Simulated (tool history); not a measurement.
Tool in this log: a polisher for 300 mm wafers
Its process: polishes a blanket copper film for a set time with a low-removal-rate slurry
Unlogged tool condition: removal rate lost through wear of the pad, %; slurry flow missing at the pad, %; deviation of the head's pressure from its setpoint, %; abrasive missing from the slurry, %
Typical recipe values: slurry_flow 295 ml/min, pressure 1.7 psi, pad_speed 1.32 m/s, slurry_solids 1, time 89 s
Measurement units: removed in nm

run	hour	slurry_flow	pressure	pad_speed	slurry_solids	time	wafers since the last listed run	wafers polished on this pad	hours since the slurry nozzle was cleaned	hours since the head pressure was calibrated	hours since the slurry blender was calibrated	incoming thickness of the incoming film, nm	removed
1	0	295	1.7	1.32	1	89	0	1328	88.6	1159	303.3	597.9	195.1
# hour 6.1: slurry blender recalibrated
2	30.8	295	1.7	1.32	1	89	282	1610	119.4	1189.8	24.7	600.5	205
3	63.9	295	1.7	1.02	1	89	324	1934	152.5	1222.9	57.8	599.4	158.6
4	99.5	295	1.7	1.02	1	89	348	2283	188.1	1258.5	93.4	606.3	156.9
5	116.8	295	1.7	1.02	1	89	169	2453	205.4	1275.8	110.7	589.5	156
# hour 123.6: worn pad replaced by a new one
6	146.3	295	1.7	1.32	1	81	249	222	234.9	1305.3	140.2	602.1	185.2
7	179.1	295	1.7	1.32	1	81	321	543	267.7	1338.1	173	601.7	184.2
8	195.1	295	1.7	1.32	1	110	156	700	283.7	1354.1	189	601.7	246.5
9	230.8	295	1.7	1.32	1	64	349	1050	319.4	1389.8	224.7	609.2	140.3
10	247.7	295	1.7	1.32	1	89	165	1215	336.3	1406.7	241.6	606.2	194.7
# hour 249.9: slurry nozzle cleaned
# hour 251.3: slurry blender recalibrated
11	274.4	295	1.7	1.32	1	89	237	1453	24.5	1433.4	23.1	586.5	202.1
12	293.9	295	2	1.02	0.9	109	191	1644	44	1452.9	42.6	605.6	219
# hour 335: head pressure recalibrated
# hour 351.5: worn pad replaced by a new one
13	360.7	295	1.7	1.32	1.15	89	595	89	110.8	25.7	109.4	601.3	212.7
14	378.8	265	1.7	1.32	1	89	177	267	128.9	43.8	127.5	591.2	203.2
15	410.4	295	1.2	1.32	1.25	74	309	576	160.5	75.4	159.1	600.6	130.3
16	443.2	295	1.7	1.32	1	89	321	898	193.3	108.2	191.9	594.8	197.9
17	456.6	380	1.7	1.32	0.7	89	131	1029	206.7	121.6	205.3	613.1	192.3
18	481.6	295	1.7	1.32	1	89	244	1274	231.7	146.6	230.3	595	196.3
19	494.1	385	1.4	1.32	1.1	70	122	1396	244.2	159.1	242.8	597.6	136.3
20	517.7	295	1.7	1.32	1	89	231	1628	267.8	182.7	266.4	606.1	195.4
# hour 551.7: worn pad replaced by a new one
# hour 553.5: slurry blender recalibrated
21	554	295	1.7	1.02	1	89	298	4	304.1	219	0.5	604.1	171.8
# hour 579.7: slurry nozzle cleaned
22	591.4	295	1.7	1.32	0.8	71	356	361	11.7	256.4	37.9	597.9	160.7
23	610.4	350	1.5	1.32	1	75	186	547	30.7	275.4	56.9	598	159.1
24	623	230	1.7	1.32	0.7	89	123	671	43.3	288	69.5	594.7	187.7
25	651.5	295	1.7	1.32	1	89	279	950	71.8	316.5	98	598.4	200.3
26	672	295	2.3	1.32	0.75	79	200	1151	92.3	337	118.5	599.2	220.2
27	706.2	245	2.1	1.32	1	89	335	1486	126.5	371.2	152.7	603.5	232.7
28	734.6	295	1.7	1.32	1	89	278	1764	154.9	399.6	181.1	602.7	196.7
29	766.6	295	1.7	1.68	1.1	89	313	2078	186.9	431.6	213.1	610.5	250.3
30	801.3	295	1.7	1.44	1	89	340	2418	221.6	466.3	247.8	597.8	212.2

For each entry between runs, how does the tool's hidden state at the last listed run before it compare with that at the first listed run after it?
From run 1 to run 2: slurry blender recalibrated (hour 6.1)
  removal rate lost through wear of the pad, %: 5.36 -> 5.71; abrasive missing from the slurry, %: 23.5 -> 6.49
  measured result minus the result with no hidden state, removed: -19.9 -> -14.8 nm
From run 5 to run 6: worn pad replaced by a new one (hour 123.6)
  removal rate lost through wear of the pad, %: 6.2 -> 2.75; abrasive missing from the slurry, %: 17.7 -> 19.7
  measured result minus the result with no hidden state, removed: -15.5 -> -12 nm
From run 10 to run 11: slurry nozzle cleaned (hour 249.9); slurry blender recalibrated (hour 251.3)
  removal rate lost through wear of the pad, %: 6.25 -> 6.63; abrasive missing from the slurry, %: 23.2 -> 6.17
  measured result minus the result with no hidden state, removed: -21.9 -> -16.6 nm
From run 12 to run 13: head pressure recalibrated (hour 335); worn pad replaced by a new one (hour 351.5)
  removal rate lost through wear of the pad, %: 6.83 -> 1.07; abrasive missing from the slurry, %: 9.72 -> 17.5
  measured result minus the result with no hidden state, removed: -20 -> -9.1 nm
From run 20 to run 21: worn pad replaced by a new one (hour 551.7); slurry blender recalibrated (hour 553.5)
  removal rate lost through wear of the pad, %: 6.02 -> 0.566; abrasive missing from the slurry, %: 23.6 -> 0.38
  measured result minus the result with no hidden state, removed: -21.6 -> -1.1 nm
From run 21 to run 22: slurry nozzle cleaned (hour 579.7)
  removal rate lost through wear of the pad, %: 0.566 -> 2.97; abrasive missing from the slurry, %: 0.38 -> 8.3
  measured result minus the result with no hidden state, removed: -1.1 -> -7.2 nm
